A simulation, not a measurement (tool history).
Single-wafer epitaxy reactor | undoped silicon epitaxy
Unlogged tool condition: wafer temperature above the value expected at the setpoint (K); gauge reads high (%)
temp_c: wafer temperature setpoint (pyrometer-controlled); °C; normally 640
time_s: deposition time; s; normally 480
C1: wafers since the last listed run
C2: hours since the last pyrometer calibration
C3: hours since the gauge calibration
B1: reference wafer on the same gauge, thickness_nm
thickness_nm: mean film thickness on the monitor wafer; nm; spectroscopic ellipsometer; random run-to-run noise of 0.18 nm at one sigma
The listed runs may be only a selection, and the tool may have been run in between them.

Run 1, day 0.000: usual settings; C1 0; C2 1641.0; C3 157.3; B1 74.833. Result: thickness_nm 60.414 nm.
Run 2, day 0.492: usual settings; C1 52; C2 1652.8; C3 169.1; B1 74.819. Result: thickness_nm 60.506 nm.
Run 3, day 1.208: usual settings but temp_c 649 °C; C1 76; C2 1670.0; C3 186.3; B1 74.777. Result: thickness_nm 72.017 nm.
Run 4, day 1.604: usual settings but temp_c 649 °C; C1 42; C2 1679.5; C3 195.8; B1 74.801. Result: thickness_nm 71.838 nm.
Run 5, day 3.221: usual settings but time_s 520 s; C1 173; C2 1718.3; C3 234.6; B1 74.932. Result: thickness_nm 65.307 nm.
At day 3.575: gauge calibrated.
At day 3.958: pyrometer calibrated.
Run 6, day 4.292: usual settings but temp_c 647 °C, time_s 549 s; C1 79; C2 8.0; C3 17.2; B1 74.718. Result: thickness_nm 88.795 nm.
Run 7, day 4.800: usual settings but temp_c 647 °C, time_s 549 s; C1 54; C2 20.2; C3 29.4; B1 74.808. Result: thickness_nm 88.909 nm.
Run 8, day 5.354: usual settings but temp_c 646 °C, time_s 385 s; C1 59; C2 33.5; C3 42.7; B1 74.785. Result: thickness_nm 60.911 nm.
Run 9, day 5.908: usual settings but temp_c 647 °C, time_s 549 s; C1 59; C2 46.8; C3 56.0; B1 74.815. Result: thickness_nm 88.416 nm.
Run 10, day 6.538: usual settings but temp_c 654 °C, time_s 389 s; C1 67; C2 61.9; C3 71.1; B1 74.785. Result: thickness_nm 71.326 nm.
Run 11, day 7.054: usual settings but time_s 504 s; C1 55; C2 74.3; C3 83.5; B1 74.786. Result: thickness_nm 70.376 nm.
Run 12, day 7.646: usual settings but temp_c 631 °C, time_s 534 s; C1 63; C2 88.5; C3 97.7; B1 74.820. Result: thickness_nm 62.289 nm.
Run 13, day 7.975: usual settings but temp_c 644 °C, time_s 423 s; C1 35; C2 96.4; C3 105.6; B1 74.721. Result: thickness_nm 63.564 nm.
Run 14, day 8.262: usual settings but temp_c 646 °C; C1 30; C2 103.3; C3 112.5; B1 74.886. Result: thickness_nm 75.162 nm.

Some steps in thickness_nm, run to run, broken into two amounts with sign: the step expected even without the hidden condition (settings, incoming material, random variation), and the rest, left for the hidden condition together with whatever gauge scatter is not in both the measured and the hidden-condition-free result:
Run 5 -> 6: temp_c 640 -> 647, time_s 520 -> 549, gauge calibrated, pyrometer calibrated. thickness_nm +23.488 nm: hidden state +8.476, all else +15.012.
Run 7 -> 8: temp_c 647 -> 646, time_s 549 -> 385. thickness_nm -27.998 nm: hidden state -0.054, all else -27.944.

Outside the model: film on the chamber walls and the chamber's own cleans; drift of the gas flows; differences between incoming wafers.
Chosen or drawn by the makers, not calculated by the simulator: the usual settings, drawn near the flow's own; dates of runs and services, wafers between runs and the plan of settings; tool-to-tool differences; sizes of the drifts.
